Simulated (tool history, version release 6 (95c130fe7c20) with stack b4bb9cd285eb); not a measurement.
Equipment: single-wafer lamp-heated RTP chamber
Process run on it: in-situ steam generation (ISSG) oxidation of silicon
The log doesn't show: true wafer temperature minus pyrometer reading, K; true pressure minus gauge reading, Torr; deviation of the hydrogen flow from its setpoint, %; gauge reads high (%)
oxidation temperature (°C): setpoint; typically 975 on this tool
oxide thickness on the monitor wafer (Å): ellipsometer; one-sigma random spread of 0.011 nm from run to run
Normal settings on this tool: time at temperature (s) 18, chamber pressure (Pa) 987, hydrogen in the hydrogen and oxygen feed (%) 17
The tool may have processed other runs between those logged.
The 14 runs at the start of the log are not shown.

run	hour	oxidation temperature (°C)	time at temperature (s)	chamber pressure (Pa)	hydrogen in the hydrogen and oxygen feed (%)	wafers since the last listed run	wafers since the last pyrometer calibration	hours since the pressure gauge was zeroed	hours since the hydrogen flow controller was replaced	hours since the gauge calibration	read-back reference wafer on the same gauge, thickness	oxide thickness on the monitor wafer (Å)
15	624.3	982	18	987	11	342	741	284.6	5703.5	2388.8	4.002	40.82
16	656.4	960	15	987	20	216	957	316.7	5735.6	2420.9	4	40.41
17	726	968	18	1040	17	468	1425	386.3	5805.2	2490.5	3.999	42.98
# hour 753.1: gauge calibrated
18	757.4	975	12	987	17	211	1637	417.7	5836.6	4.3	3.997	37.12
19	797.2	975	18	987	11	267	1905	457.5	5876.4	44.1	4.003	39.82
20	867	975	18	1173	25	469	2374	527.3	5946.2	113.9	4	47.97
# hour 891.4: hydrogen flow controller replaced
21	931.9	975	18	987	17	382	2757	592.2	40.5	178.8	4	43.96
22	978.4	975	21	1040	14	312	3070	638.7	87	225.3	4	44.99
23	1038.7	958	21	1147	17	405	3476	699	147.3	285.6	4.004	44.4
24	1081.7	990	18	987	12	289	3765	742	190.3	328.6	4	42.89
# hour 1104.5: pyrometer window cleaned and pyrometer calibrated
25	1152.9	985	23	1067	25	425	325	813.2	261.5	399.8	4.005	55.65
26	1206.9	975	18	987	24	363	689	867.2	315.5	453.8	3.998	47.83
27	1238.5	975	20	920	17	212	901	898.8	347.1	485.4	3.994	45.58
28	1286.3	975	18	987	17	321	1223	946.6	394.9	533.2	4.002	43.81
29	1334.3	994	11	1173	21	323	1546	994.6	442.9	581.2	4	39.7
30	1372.9	975	24	987	11	259	1806	1033.2	481.5	619.8	4.005	45.53

Forecast each of these 5 alternatives for the next run:
A	1373.3	975	18	987	17	2	1808	1033.6	481.9	620.2	?	?
B	1373.3	955	16	920	11	2	1808	1033.6	481.9	620.2	?	?
C	1373.3	955	18	1067	17	2	1808	1033.6	481.9	620.2	?	?
D	1373.3	966	18	987	24	2	1808	1033.6	481.9	620.2	?	?
E	1373.3	980	18	1187	24	2	1808	1033.6	481.9	620.2	?	?

run	read-back reference wafer on the same gauge, thickness	oxide thickness on the monitor wafer (Å)
A	3.999	44.09
B	3.999	35.59
C	3.999	41.48
D	3.999	46.54
E	3.999	48.38
The same runs, with their run-to-run variation unchanged, on a tool lacking any hidden condition would have given:
run	oxide thickness on the monitor wafer (Å)
A	44.09
B	35.59
C	41.48
D	46.54
E	48.38

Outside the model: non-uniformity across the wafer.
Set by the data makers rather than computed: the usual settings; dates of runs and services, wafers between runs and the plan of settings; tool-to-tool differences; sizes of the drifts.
